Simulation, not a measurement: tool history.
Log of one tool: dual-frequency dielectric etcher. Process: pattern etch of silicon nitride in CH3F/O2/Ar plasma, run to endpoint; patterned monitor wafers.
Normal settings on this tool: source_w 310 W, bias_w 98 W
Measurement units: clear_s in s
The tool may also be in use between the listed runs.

run	hour	source_w	bias_w	incoming incoming film thickness, nm	clear_s
1	0	310	98	26.55	36.4
2	15.5	310	86	26.73	38.4
3	42.5	310	86	26.3	37.8
4	55.9	310	98	26.46	36.5
5	85	310	98	26.66	36.7
6	103.6	310	98	26.41	35.9
7	127.1	360	98	26.57	35.3
8	154.4	360	98	26.37	35.1
9	182	310	98	26.41	36
10	201.2	310	85	26.59	37.9
11	231.2	310	85	26.35	37.5
12	246.9	310	85	26.46	37.4
13	260.4	310	98	26.86	36.6
# hour 294.9: wet clean of the chamber
14	324	250	106	26.55	37.9
15	359.2	380	105	26.32	34.6
16	382.3	250	114	26.54	36.7
17	414.8	270	88	26.3	39.1
# hour 424.8: source power generator calibrated
18	439.3	310	98	26.79	37.6
19	459.1	310	98	26.39	36.9
20	474.5	370	118	26.6	33.7
21	487.1	370	122	26.63	33.2
22	510.4	370	79	26.37	38
# hour 524.5: bias power generator calibrated
# hour 575.7: upper electrode replaced
23	610.1	270	98	26.68	38.1
24	631.8	310	76	26.36	39.6
25	667.7	270	88	26.55	39.3
26	684.2	250	74	26.42	41.5
27	718.6	310	98	26.49	36.5
28	754.2	270	82	26.64	39.8
29	778.1	310	105	26.53	35.6
30	812.6	350	116	26.54	33.6
31	847.5	310	98	26.68	36.5
32	870.9	310	77	26.47	38.9
33	892.2	390	78	26.47	37
34	922.4	270	76	26.52	40

Hidden state, per run?
source power that arrives over what is set, %: 0 across all the runs
bias power that arrives over what is set, %: 0 across all the runs
H1: etch rate over this chamber's usual, %
run	H1
1	1.75
2	1.85
3	2.02
4	2.1
5	2.29
6	2.41
7	2.56
8	2.73
9	2.91
10	3.03
11	3.22
12	3.32
13	3.41
14	-0.396
15	-0.172
16	-0.0248
17	0.182
18	0.338
19	0.464
20	0.562
21	0.643
22	0.791
23	1.43
24	1.56
25	1.79
26	1.9
27	2.12
28	2.34
29	2.5
30	2.72
31	2.94
32	3.09
33	3.22
34	3.42
